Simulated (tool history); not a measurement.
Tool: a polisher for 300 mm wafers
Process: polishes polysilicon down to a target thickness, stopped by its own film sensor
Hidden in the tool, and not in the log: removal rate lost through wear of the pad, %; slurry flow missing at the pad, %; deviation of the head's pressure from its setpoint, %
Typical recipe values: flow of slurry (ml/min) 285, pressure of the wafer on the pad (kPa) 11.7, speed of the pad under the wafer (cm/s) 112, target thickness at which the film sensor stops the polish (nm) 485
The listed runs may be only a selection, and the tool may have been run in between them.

| run | hour | flow of slurry (ml/min) | pressure of the wafer on the pad (kPa) | speed of the pad under the wafer (cm/s) | target thickness at which the film sensor stops the polish (nm) | wafers since the last listed run | wafers polished on this pad | hours since the slurry nozzle was cleaned | hours since the head pressure was calibrated | incoming thickness of the incoming film, nm | time until the film sensor stopped the polish (s) |
|---|---|---|---|---|---|---|---|---|---|---|---|
| 1 | 0 | 285 | 11.7 | 120 | 485 | 0 | 384 | 131.5 | 21.6 | 881.4 | 73.7 |
| 2 | 23.9 | 285 | 11.7 | 112 | 485 | 301 | 686 | 155.4 | 45.5 | 906.1 | 84.4 |
| 3 | 43.6 | 285 | 11.7 | 112 | 485 | 248 | 935 | 175.1 | 65.2 | 893.7 | 81.4 |
|  | 50.2 | worn pad replaced by a new one |
| 4 | 65.5 | 285 | 11.7 | 112 | 485 | 225 | 193 | 197 | 87.1 | 901.2 | 82.7 |
| 5 | 91.9 | 285 | 11.7 | 112 | 485 | 333 | 526 | 223.4 | 113.5 | 888.3 | 80 |
|  | 145.6 | worn pad replaced by a new one |
| 6 | 150 | 285 | 11.7 | 112 | 485 | 682 | 55 | 281.5 | 171.6 | 908 | 84.2 |
| 7 | 183.8 | 285 | 11.7 | 112 | 485 | 426 | 482 | 315.3 | 205.4 | 918.7 | 84.9 |
| 8 | 205.1 | 220 | 11.7 | 112 | 485 | 268 | 751 | 336.6 | 226.7 | 896 | 83.6 |
|  | 239.7 | worn pad replaced by a new one |
| 9 | 240.2 | 220 | 11.7 | 112 | 485 | 392 | 6 | 371.7 | 261.8 | 890.8 | 82.1 |
|  | 250.6 | head pressure recalibrated |
| 10 | 251.7 | 360 | 9 | 112 | 485 | 119 | 126 | 383.2 | 1.1 | 906.1 | 108.3 |
| 11 | 273.9 | 285 | 11.7 | 112 | 485 | 280 | 406 | 405.4 | 23.3 | 888.1 | 79.9 |
| 12 | 304.3 | 285 | 11.7 | 112 | 608 | 383 | 790 | 435.8 | 53.7 | 912.3 | 62.2 |
|  | 311.9 | slurry nozzle cleaned |
| 13 | 321.7 | 215 | 11.7 | 112 | 485 | 207 | 997 | 9.8 | 71.1 | 901.1 | 88.3 |
|  | 348 | worn pad replaced by a new one |
| 14 | 354.4 | 285 | 11.7 | 112 | 485 | 362 | 81 | 42.5 | 103.8 | 891.4 | 83.7 |
|  | 383 | slurry nozzle cleaned, repeated, since the last time left the tool worse |
| 15 | 383.5 | 315 | 13.1 | 128 | 620 | 354 | 436 | 0.5 | 132.9 | 910.5 | 45.5 |
| 16 | 406.1 | 205 | 10.3 | 74 | 600 | 285 | 721 | 23.1 | 155.5 | 890.8 | 92.3 |
| 17 | 419.7 | 260 | 11.7 | 124 | 412 | 171 | 893 | 36.7 | 169.1 | 909.3 | 90.4 |
|  | 440.1 | worn pad replaced by a new one |
| 18 | 445.6 | 285 | 11.7 | 120 | 485 | 276 | 69 | 62.6 | 195 | 911.6 | 79.2 |
| 19 | 478.1 | 285 | 13.8 | 82 | 628 | 410 | 480 | 95.1 | 227.5 | 908.2 | 60.6 |

Alternative continuations, all from the tool just after run 19; predict every row:
| A | 478.6 | 325 | 11.7 | 112 | 485 | 6 | 486 | 95.6 | 228 | 905.1 | ? |
| B | 478.6 | 285 | 15.2 | 112 | 431 | 6 | 486 | 95.6 | 228 | 905.1 | ? |
| C | 478.6 | 345 | 14.5 | 86 | 445 | 6 | 486 | 95.6 | 228 | 905.1 | ? |
| D | 478.6 | 285 | 9.7 | 112 | 485 | 6 | 486 | 95.6 | 228 | 905.1 | ? |

| run | time until the film sensor stopped the polish (s) |
|---|---|
| A | 83.1 |
| B | 73.2 |
| C | 90.9 |
| D | 101.9 |
With no hidden state in the tool, these same runs would have given:
| run | time until the film sensor stopped the polish (s) |
|---|---|
| A | 82.1 |
| B | 72.3 |
| C | 89.9 |
| D | 100.7 |
